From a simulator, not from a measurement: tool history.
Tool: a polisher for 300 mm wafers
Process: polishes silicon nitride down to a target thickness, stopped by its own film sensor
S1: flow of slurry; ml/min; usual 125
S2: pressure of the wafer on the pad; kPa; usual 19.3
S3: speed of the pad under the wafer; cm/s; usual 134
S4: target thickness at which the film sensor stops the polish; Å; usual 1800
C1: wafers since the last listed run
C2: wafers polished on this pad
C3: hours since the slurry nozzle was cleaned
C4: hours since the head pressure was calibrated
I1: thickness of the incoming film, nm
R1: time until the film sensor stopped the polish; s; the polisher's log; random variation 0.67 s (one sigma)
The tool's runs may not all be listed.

Run 1, hour 0.0: usual settings; C1 0; C2 3505; C3 78.5; C4 488.2; I1 286.7. Result: R1 66.2 s.
At hour 50.1: worn pad replaced by a new one.
Run 2, hour 59.9: usual settings; C1 657; C2 115; C3 138.4; C4 548.1; I1 288.5. Result: R1 67.7 s.
Run 3, hour 117.6: usual settings; C1 679; C2 794; C3 196.1; C4 605.8; I1 289.1. Result: R1 69.9 s.
Run 4, hour 164.4: usual settings; C1 550; C2 1345; C3 242.9; C4 652.6; I1 285.0. Result: R1 65.4 s.
Run 5, hour 203.7: usual settings; C1 462; C2 1808; C3 282.2; C4 691.9; I1 289.0. Result: R1 68.9 s.
Run 6, hour 268.5: usual settings; C1 762; C2 2570; C3 347.0; C4 756.7; I1 289.1. Result: R1 72.6 s.
At hour 286.9: head pressure recalibrated.
Run 7, hour 325.4: usual settings but S3 114 cm/s, S4 1900 Å; C1 646; C2 3216; C3 403.9; C4 38.5; I1 291.9. Result: R1 65.9 s.
At hour 330.8: slurry nozzle cleaned.
Run 8, hour 383.7: usual settings but S3 114 cm/s, S4 1900 Å; C1 674; C2 3891; C3 52.9; C4 96.8; I1 290.9. Result: R1 65.8 s.
Run 9, hour 446.2: usual settings but S2 16.5 kPa, S3 148 cm/s; C1 735; C2 4627; C3 115.4; C4 159.3; I1 290.6. Result: R1 70.9 s.
At hour 474.5: worn pad replaced by a new one, of another model than before.
Run 10, hour 496.0: usual settings; C1 539; C2 252; C3 165.2; C4 209.1; I1 289.6. Result: R1 63.9 s.
Run 11, hour 578.7: usual settings but S1 110 ml/min; C1 973; C2 1226; C3 247.9; C4 291.8; I1 290.6. Result: R1 67.7 s.
Run 12, hour 648.0: usual settings; C1 815; C2 2042; C3 317.2; C4 361.1; I1 293.5. Result: R1 67.7 s.
At hour 702.6: slurry nozzle cleaned.
Run 13, hour 714.9: usual settings but S2 15.2 kPa; C1 775; C2 2817; C3 12.3; C4 428.0; I1 286.2. Result: R1 70.8 s.
Run 14, hour 751.3: usual settings but S2 15.2 kPa; C1 428; C2 3246; C3 48.7; C4 464.4; I1 294.9. Result: R1 76.2 s.
Run 15, hour 810.2: usual settings but S2 15.2 kPa; C1 693; C2 3939; C3 107.6; C4 523.3; I1 293.4. Result: R1 75.4 s.
At hour 827.8: worn pad replaced by a new one.
Run 16, hour 866.7: usual settings; C1 617; C2 457; C3 164.1; C4 579.8; I1 288.4. Result: R1 65.8 s.
Run 17, hour 907.0: usual settings but S3 144 cm/s; C1 474; C2 931; C3 204.4; C4 620.1; I1 287.6. Result: R1 60.1 s.
Run 18, hour 937.0: usual settings but S1 145 ml/min, S2 13.8 kPa, S3 112 cm/s, S4 2070 Å; C1 353; C2 1285; C3 234.4; C4 650.1; I1 290.8. Result: R1 68.7 s.
Run 19, hour 968.4: usual settings; C1 369; C2 1654; C3 265.8; C4 681.5; I1 286.3. Result: R1 65.5 s.
At hour 988.8: head pressure recalibrated.
At hour 1108.8: slurry nozzle cleaned.
Run 20, hour 1175.5: usual settings; C1 2402; C2 4056; C3 66.7; C4 186.7; I1 290.0. Result: R1 64.7 s.
At hour 1183.2: worn pad replaced by a new one.
Run 21, hour 1211.7: usual settings; C1 379; C2 334; C3 102.9; C4 222.9; I1 294.7. Result: R1 67.6 s.
Run 22, hour 1283.0: usual settings but S1 160 ml/min; C1 839; C2 1174; C3 174.2; C4 294.2; I1 285.3. Result: R1 61.7 s.
Run 23, hour 1311.4: usual settings; C1 334; C2 1508; C3 202.6; C4 322.6; I1 290.9. Result: R1 66.7 s.
Run 24, hour 1381.1: usual settings but S1 105 ml/min, S2 26.2 kPa, S3 158 cm/s, S4 1920 Å; C1 820; C2 2328; C3 272.3; C4 392.3; I1 288.6. Result: R1 43.3 s.
Run 25, hour 1452.1: usual settings but S1 110 ml/min, S2 22.1 kPa, S4 2020 Å; C1 835; C2 3164; C3 343.3; C4 463.3; I1 292.9. Result: R1 52.7 s.
Run 26, hour 1478.4: usual settings but S4 1610 Å; C1 309; C2 3474; C3 369.6; C4 489.6; I1 293.4. Result: R1 80.2 s.
At hour 1498.5: slurry nozzle cleaned.
At hour 1533.5: worn pad replaced by a new one.
Run 27, hour 1534.0: usual settings but S1 105 ml/min, S2 17.2 kPa, S4 1960 Å; C1 595; C2 5; C3 35.5; C4 545.2; I1 291.5. Result: R1 63.3 s.
Run 28, hour 1567.8: usual settings; C1 397; C2 403; C3 69.3; C4 579.0; I1 287.1. Result: R1 64.8 s.
Run 29, hour 1615.5: usual settings but S1 85 ml/min, S4 1540 Å; C1 561; C2 964; C3 117.0; C4 626.7; I1 293.1. Result: R1 91.9 s.
At hour 1639.2: head pressure recalibrated.
Run 30, hour 1671.4: usual settings but S3 94 cm/s; C1 634; C2 1599; C3 172.9; C4 32.2; I1 289.8. Result: R1 92.9 s.
Run 31, hour 1725.6: usual settings; C1 637; C2 2237; C3 227.1; C4 86.4; I1 286.9. Result: R1 63.6 s.
Run 32, hour 1790.1: usual settings but S1 105 ml/min; C1 759; C2 2996; C3 291.6; C4 150.9; I1 288.7. Result: R1 64.8 s.
Run 33, hour 1822.7: usual settings but S4 1930 Å; C1 383; C2 3379; C3 324.2; C4 183.5; I1 291.8. Result: R1 58.9 s.
At hour 1834.2: slurry nozzle cleaned.
At hour 1882.1: worn pad replaced by a new one.
Run 34, hour 1887.9: usual settings but S2 24.8 kPa, S3 168 cm/s, S4 1560 Å; C1 708; C2 68; C3 53.7; C4 248.7; I1 287.7. Result: R1 55.1 s.

Forecast each of these 4 alternatives for the next run:
Run A, hour 1888.3: usual settings; C1 4; C2 73; C3 54.1; C4 249.1; I1 293.5. Result: R1 ?.
Run B, hour 1888.3: usual settings but S1 170 ml/min, S2 22.1 kPa, S3 120 cm/s; C1 4; C2 73; C3 54.1; C4 249.1; I1 293.5. Result: R1 ?.
Run C, hour 1888.3: usual settings but S1 95 ml/min, S3 116 cm/s, S4 1460 Å; C1 4; C2 73; C3 54.1; C4 249.1; I1 293.5. Result: R1 ?.
Run D, hour 1888.3: usual settings but S1 165 ml/min, S2 23.4 kPa, S3 148 cm/s, S4 1630 Å; C1 4; C2 73; C3 54.1; C4 249.1; I1 293.5. Result: R1 ?.

run     R1
  A   67.1
  B   67.2
  C  104.6
  D   61.3
Without the tool's hidden state the same runs would have given:
run     R1
  A   66.2
  B   66.2
  C  103.1
  D   60.4

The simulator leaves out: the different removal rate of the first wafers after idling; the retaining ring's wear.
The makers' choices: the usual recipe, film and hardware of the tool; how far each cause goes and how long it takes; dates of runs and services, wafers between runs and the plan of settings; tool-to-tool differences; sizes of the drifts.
